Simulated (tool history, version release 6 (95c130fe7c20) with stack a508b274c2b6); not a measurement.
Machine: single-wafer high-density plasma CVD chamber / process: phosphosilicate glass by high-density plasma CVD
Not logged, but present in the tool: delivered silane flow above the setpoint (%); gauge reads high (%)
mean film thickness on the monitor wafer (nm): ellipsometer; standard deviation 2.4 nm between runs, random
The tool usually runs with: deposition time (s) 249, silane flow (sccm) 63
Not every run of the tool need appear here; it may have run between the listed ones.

| run | day | deposition time (s) | silane flow (sccm) | wafers since the last listed run | hours since the silane flow controller was replaced | hours since the gauge calibration | read-back reference wafer on the same gauge, thickness_nm | mean film thickness on the monitor wafer (nm) |
|---|---|---|---|---|---|---|---|---|
| 1 | 0.000 | 249 | 63 | 0 | 4645.2 | 340.8 | 1829.229 | 1677.825 |
| 2 | 1.983 | 270 | 70 | 402 | 4692.8 | 388.4 | 1829.446 | 1971.042 |
| 3 | 2.958 | 260 | 63 | 198 | 4716.2 | 411.8 | 1829.034 | 1759.047 |
| 4 | 3.692 | 249 | 63 | 148 | 4733.8 | 429.4 | 1828.703 | 1682.755 |
| 5 | 4.992 | 249 | 63 | 264 | 4765.0 | 460.6 | 1829.547 | 1682.242 |
| 6 | 5.562 | 249 | 63 | 115 | 4778.7 | 474.3 | 1831.034 | 1683.091 |
| 7 | 5.996 | 249 | 63 | 88 | 4789.1 | 484.7 | 1828.921 | 1682.931 |
| 8 | 6.492 | 249 | 63 | 100 | 4801.0 | 496.6 | 1828.958 | 1684.778 |
| 9 | 6.938 | 249 | 63 | 90 | 4811.7 | 507.3 | 1830.742 | 1683.966 |
| 10 | 7.588 | 249 | 63 | 132 | 4827.3 | 522.9 | 1829.839 | 1685.986 |
| 11 | 7.854 | 249 | 63 | 54 | 4833.7 | 529.3 | 1829.266 | 1681.615 |
| 12 | 8.475 | 249 | 63 | 126 | 4848.6 | 544.2 | 1830.726 | 1685.455 |
|  | 8.842 | silane flow controller replaced |
| 13 | 9.054 | 249 | 63 | 49 | 5.1 | 558.1 | 1829.993 | 1617.498 |
|  | 9.354 | gauge calibrated |
| 14 | 9.721 | 249 | 63 | 135 | 21.1 | 8.8 | 1830.268 | 1614.099 |
| 15 | 11.229 | 249 | 63 | 306 | 57.3 | 45.0 | 1829.570 | 1611.213 |
| 16 | 11.800 | 249 | 63 | 115 | 71.0 | 58.7 | 1828.970 | 1613.569 |
| 17 | 12.267 | 249 | 63 | 94 | 82.2 | 69.9 | 1830.570 | 1616.576 |
| 18 | 12.717 | 249 | 53 | 91 | 93.0 | 80.7 | 1830.282 | 1424.223 |
| 19 | 13.433 | 249 | 63 | 145 | 110.2 | 97.9 | 1829.144 | 1615.699 |
| 20 | 13.812 | 249 | 70 | 77 | 119.3 | 107.0 | 1829.141 | 1746.824 |
| 21 | 14.475 | 263 | 67 | 134 | 135.2 | 122.9 | 1829.275 | 1785.463 |
| 22 | 15.188 | 249 | 63 | 144 | 152.3 | 140.0 | 1829.960 | 1610.077 |
| 23 | 15.562 | 228 | 58 | 76 | 161.3 | 149.0 | 1830.529 | 1390.746 |
| 24 | 16.108 | 249 | 63 | 110 | 174.4 | 162.1 | 1829.663 | 1612.007 |
| 25 | 16.817 | 249 | 69 | 143 | 191.4 | 179.1 | 1829.517 | 1723.521 |
| 26 | 17.350 | 275 | 58 | 108 | 204.2 | 191.9 | 1829.983 | 1679.972 |

For run 27, what comes out?
| 27 | 18.017 | 226 | 63 | 135 | 220.2 | 207.9 | ? | ? |

read-back reference wafer on the same gauge, thickness_nm: 1831.616
mean film thickness on the monitor wafer (nm): 1462.496
On a tool with no hidden condition, and with the same random variation, this run would have come out at mean film thickness on the monitor wafer (nm) 1462.584.

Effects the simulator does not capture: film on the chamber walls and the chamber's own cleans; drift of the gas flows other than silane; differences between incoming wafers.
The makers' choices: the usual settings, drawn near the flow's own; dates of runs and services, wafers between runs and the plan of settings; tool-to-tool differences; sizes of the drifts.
